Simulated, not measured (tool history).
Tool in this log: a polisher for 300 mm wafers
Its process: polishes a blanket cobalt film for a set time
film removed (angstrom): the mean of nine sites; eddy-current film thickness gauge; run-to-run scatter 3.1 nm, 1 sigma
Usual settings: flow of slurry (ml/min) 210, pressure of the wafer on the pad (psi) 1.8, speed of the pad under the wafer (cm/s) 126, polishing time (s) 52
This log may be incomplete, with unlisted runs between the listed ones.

| run | day | flow of slurry (ml/min) | pressure of the wafer on the pad (psi) | speed of the pad under the wafer (cm/s) | polishing time (s) | wafers since the last listed run | wafers polished on this pad | hours since the slurry nozzle was cleaned | hours since the head pressure was calibrated | incoming thickness of the incoming film, nm | film removed (angstrom) |
|---|---|---|---|---|---|---|---|---|---|---|---|
| 1 | 0 | 265 | 1.8 | 126 | 52 | 0 | 388 | 467.5 | 1462.5 | 833.5 | 3622 |
| 2 | 0.579 | 210 | 1.3 | 126 | 52 | 193 | 581 | 481.4 | 1476.4 | 835 | 2552 |
| 3 | 0.988 | 210 | 1.3 | 126 | 52 | 136 | 717 | 491.2 | 1486.2 | 848.5 | 2475 |
|  | 1.383 | worn pad replaced by a new one |
| 4 | 1.712 | 210 | 1.3 | 126 | 52 | 186 | 109 | 508.6 | 1503.6 | 854.9 | 2711 |
| 5 | 2.112 | 210 | 1.8 | 126 | 52 | 133 | 242 | 518.2 | 1513.2 | 834.5 | 3617 |
| 6 | 2.596 | 210 | 1.8 | 126 | 52 | 161 | 403 | 529.8 | 1524.8 | 825.1 | 3535 |
| 7 | 3.079 | 210 | 2 | 126 | 52 | 161 | 564 | 541.4 | 1536.4 | 853.8 | 3727 |
|  | 3.633 | worn pad replaced by a new one |
| 8 | 3.654 | 210 | 1.8 | 126 | 52 | 136 | 7 | 555.2 | 1550.2 | 835.2 | 3582 |
| 9 | 3.9 | 210 | 1.8 | 126 | 52 | 81 | 89 | 561.1 | 1556.1 | 842.4 | 3625 |
| 10 | 4.162 | 210 | 1.8 | 126 | 52 | 87 | 176 | 567.4 | 1562.4 | 856.6 | 3667 |
| 11 | 4.667 | 230 | 1.8 | 114 | 52 | 168 | 344 | 579.5 | 1574.5 | 833.2 | 3274 |
| 12 | 5.238 | 210 | 2.1 | 100 | 52 | 190 | 535 | 593.2 | 1588.2 | 836 | 3259 |
|  | 5.8 | worn pad replaced by a new one |
|  | 5.958 | slurry nozzle cleaned |
| 13 | 5.979 | 210 | 1.4 | 96 | 45 | 177 | 45 | 0.5 | 1606 | 843.8 | 1956 |
| 14 | 6.25 | 270 | 1.8 | 126 | 52 | 90 | 135 | 7 | 1612.5 | 823.5 | 3665 |

What does the tool deliver on the next run?
| 15 | 6.508 | 210 | 2.1 | 100 | 52 | 86 | 221 | 13.2 | 1618.7 | 841.6 | ? |

Run 15 came out at film removed (angstrom) 3339.
With the hidden condition absent and the run-to-run variation left alone, this run would have shown film removed (angstrom) 3366.

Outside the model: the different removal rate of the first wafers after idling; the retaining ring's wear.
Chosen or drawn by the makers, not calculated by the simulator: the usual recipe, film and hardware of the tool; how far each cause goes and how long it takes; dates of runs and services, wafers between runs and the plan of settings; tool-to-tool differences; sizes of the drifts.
